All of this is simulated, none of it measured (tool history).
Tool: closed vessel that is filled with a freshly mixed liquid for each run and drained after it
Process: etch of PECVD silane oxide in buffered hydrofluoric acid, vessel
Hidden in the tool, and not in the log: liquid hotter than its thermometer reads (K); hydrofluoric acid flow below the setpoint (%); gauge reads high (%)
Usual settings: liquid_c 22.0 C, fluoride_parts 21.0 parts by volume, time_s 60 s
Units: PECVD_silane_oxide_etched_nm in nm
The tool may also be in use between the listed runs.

run    hour  liquid_c  fluoride_parts  time_s  wafers since the last listed run  hours since the thermometer was replaced  hours since the hydrofluoric acid flow meter was replaced  hours since the gauge calibration  read-back film thickness of the PECVD silane oxide reference wafer, read on the same gauge (nm)  PECVD_silane_oxide_etched_nm
  1     0.0      22.0            21.0      60                                 0                                     572.8                                                      182.5                              585.1                                                                                           150.04                         93.06
  2    70.2      22.0            21.0      60                              4924                                     643.0                                                      252.7                              655.3                                                                                           150.00                         93.09
  3   153.1      22.0            21.0      60                              5814                                     725.9                                                      335.6                              738.2                                                                                           150.02                         93.57
      161.5  -- thermometer replaced
  4   193.8      22.0            21.0      60                              2784                                      32.3                                                      376.3                              778.9                                                                                           150.00                         87.96
  5   253.0      22.0            21.0      60                              4152                                      91.5                                                      435.5                              838.1                                                                                           150.00                         89.12
  6   355.8      22.0            21.0      60                              7210                                     194.3                                                      538.3                              940.9                                                                                           149.97                         89.61
  7   442.0      22.0            21.0      60                              6046                                     280.5                                                      624.5                             1027.1                                                                                           150.00                         90.20
  8   485.6      22.0            21.0      35                              3058                                     324.1                                                      668.1                             1070.7                                                                                           150.01                         52.85
  9   588.5      22.0            27.5      60                              7217                                     427.0                                                      771.0                             1173.6                                                                                           150.01                         76.60
 10   633.3      22.0            27.5      60                              3142                                     471.8                                                      815.8                             1218.4                                                                                           150.01                         76.32
 11   728.9      24.5            21.0      60                              6705                                     567.4                                                      911.4                             1314.0                                                                                           150.04                        105.73
      767.6  -- hydrofluoric acid flow meter replaced
 12   804.1      22.0            21.0      40                              5204                                     642.6                                                       36.5                             1389.2                                                                                           149.99                         61.66
 13   878.7      22.0            21.0      40                              5232                                     717.2                                                      111.1                             1463.8                                                                                           150.00                         63.22
 14   919.0      25.5            21.0      85                              2826                                     757.5                                                      151.4                             1504.1                                                                                           150.03                        160.44
      967.4  -- thermometer replaced
 15  1003.1      26.0            21.0      60                              5828                                      35.7                                                      235.5                             1588.2                                                                                           150.01                        109.95
 16  1087.7      20.5            14.5      75                              5934                                     120.3                                                      320.1                             1672.8                                                                                           150.00                        147.13
 17  1146.5      22.0            21.0      75                              4124                                     179.1                                                      378.9                             1731.6                                                                                           150.02                        112.05
     1244.8  -- gauge calibrated
 18  1250.6      25.0            26.0      60                              7301                                     283.2                                                      483.0                                5.8                                                                                           149.99                         92.36
 19  1544.0      22.0            21.0      60                             20579                                     576.6                                                      776.4                              299.2                                                                                           149.99                         93.86
     1614.2  -- hydrofluoric acid flow meter replaced
     1657.7  -- thermometer replaced
 20  1819.4      22.0            21.0      60                             19176                                     161.7                                                      205.2                              574.6                                                                                           150.01                         89.41
 21  1914.5      22.0            21.0      60                              6670                                     256.8                                                      300.3                              669.7                                                                                           150.01                         91.51
 22  1967.0      22.0            13.5      60                              3682                                     309.3                                                      352.8                              722.2                                                                                           150.01                        138.95
 23  2017.3      22.0            21.0      60                              3528                                     359.6                                                      403.1                              772.5                                                                                           150.02                         92.29
 24  2062.2      25.5            17.5      60                              3149                                     404.5                                                      448.0                              817.4                                                                                           150.04                        132.04

The next listed run, before its measurement:
 25  2111.1      22.0            21.0      60                              3429                                     453.4                                                      496.9                              866.3                                                                                                ?                             ?

read-back film thickness of the PECVD silane oxide reference wafer, read on the same gauge (nm): 150.01
PECVD_silane_oxide_etched_nm: 92.96 nm
Without the tool's hidden state the same run would have given PECVD_silane_oxide_etched_nm 88.39 nm.
